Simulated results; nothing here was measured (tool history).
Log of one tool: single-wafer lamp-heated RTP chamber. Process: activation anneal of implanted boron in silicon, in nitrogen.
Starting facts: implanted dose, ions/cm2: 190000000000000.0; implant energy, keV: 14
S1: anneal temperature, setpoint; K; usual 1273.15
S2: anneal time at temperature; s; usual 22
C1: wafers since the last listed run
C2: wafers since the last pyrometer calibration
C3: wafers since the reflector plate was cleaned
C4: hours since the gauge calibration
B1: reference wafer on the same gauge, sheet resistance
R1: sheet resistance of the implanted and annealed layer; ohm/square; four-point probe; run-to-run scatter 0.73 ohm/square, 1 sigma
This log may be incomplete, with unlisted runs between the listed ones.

Run 1, hour 0: usual settings; C1 0; C2 4331; C3 10926; C4 2.7; B1 403.98. Result: R1 486.84 ohm/square.
Run 2, hour 8.1: usual settings; C1 131; C2 4462; C3 11057; C4 10.8; B1 403.74. Result: R1 485.71 ohm/square.
Run 3, hour 23.5: usual settings; C1 249; C2 4711; C3 11306; C4 26.2; B1 403.99. Result: R1 485.04 ohm/square.
Run 4, hour 36: usual settings but S1 1282.15 K; C1 202; C2 4914; C3 11509; C4 38.7; B1 403.96. Result: R1 483 ohm/square.
Run 5, hour 46.1: usual settings but S1 1282.15 K; C1 163; C2 5077; C3 11672; C4 48.8; B1 403.87. Result: R1 483.19 ohm/square.
Run 6, hour 55.1: usual settings; C1 145; C2 5223; C3 11818; C4 57.8; B1 404.02. Result: R1 484.18 ohm/square.
Run 7, hour 64.4: usual settings; C1 150; C2 5374; C3 11969; C4 67.1; B1 404. Result: R1 484.9 ohm/square.
Run 8, hour 77.6: usual settings but S2 17 s; C1 213; C2 5588; C3 12183; C4 80.3; B1 403.89. Result: R1 485.54 ohm/square.
Run 9, hour 84: usual settings but S2 19 s; C1 103; C2 5691; C3 12286; C4 86.7; B1 403.77. Result: R1 484.65 ohm/square.
Run 10, hour 91.4: usual settings but S2 19 s; C1 119; C2 5811; C3 12406; C4 94.1; B1 403.83. Result: R1 484.48 ohm/square.
At hour 112.6: pyrometer window cleaned and pyrometer calibrated.
Run 11, hour 113.1: usual settings but S1 1254.15 K; C1 221; C2 8; C3 12628; C4 115.8; B1 404.06. Result: R1 495.27 ohm/square.
Run 12, hour 121.5: usual settings but S1 1246.15 K, S2 31 s; C1 136; C2 144; C3 12764; C4 124.2; B1 404.06. Result: R1 496.83 ohm/square.
Run 13, hour 129: usual settings but S1 1252.15 K, S2 18 s; C1 121; C2 266; C3 12885; C4 131.7; B1 404.09. Result: R1 496.3 ohm/square.
At hour 140.5: reflector plate cleaned.
Run 14, hour 141: usual settings; C1 64; C2 331; C3 8; C4 143.7; B1 404. Result: R1 484.11 ohm/square.
Run 15, hour 153.3: usual settings but S1 1288.15 K, S2 19 s; C1 199; C2 530; C3 207; C4 156; B1 403.68. Result: R1 480.9 ohm/square.
At hour 153.3: gauge calibrated.
Run 16, hour 166.1: usual settings; C1 207; C2 737; C3 414; C4 12.8; B1 404.1. Result: R1 483.95 ohm/square.
Run 17, hour 176.8: usual settings but S1 1246.15 K, S2 10 s; C1 173; C2 911; C3 588; C4 23.5; B1 404.1. Result: R1 509.13 ohm/square.
Run 18, hour 227.3: usual settings but S1 1245.15 K, S2 26 s; C1 817; C2 1729; C3 1406; C4 74; B1 404.02. Result: R1 499.78 ohm/square.
Run 19, hour 249.5: usual settings but S2 10 s; C1 359; C2 2088; C3 1765; C4 96.2; B1 403.99. Result: R1 487.99 ohm/square.
Run 20, hour 260.7: usual settings; C1 181; C2 2269; C3 1947; C4 107.4; B1 403.79. Result: R1 485.29 ohm/square.
Run 21, hour 271.4: usual settings but S1 1282.15 K, S2 31 s; C1 173; C2 2443; C3 2120; C4 118.1; B1 404.04. Result: R1 483.46 ohm/square.

Below are 4 alternative next runs, each starting from the tool's condition after run 21. Predict each:
Run A, hour 271.8: usual settings but S1 1262.15 K; C1 6; C2 2449; C3 2126; C4 118.5; B1 ?. Result: R1 ?.
Run B, hour 271.8: usual settings but S1 1292.15 K, S2 32 s; C1 6; C2 2449; C3 2126; C4 118.5; B1 ?. Result: R1 ?.
Run C, hour 271.8: usual settings but S1 1294.15 K, S2 26 s; C1 6; C2 2449; C3 2126; C4 118.5; B1 ?. Result: R1 ?.
Run D, hour 271.8: usual settings but S1 1302.15 K, S2 28 s; C1 6; C2 2449; C3 2126; C4 118.5; B1 ?. Result: R1 ?.

run      B1      R1
  A  404.04  490.04
  B  404.04  481.48
  C  404.04  481.92
  D  404.04  481.05
What these runs would have given with no unlogged condition in the tool:
run      R1
  A  490.04
  B  481.48
  C  481.92
  D  481.05
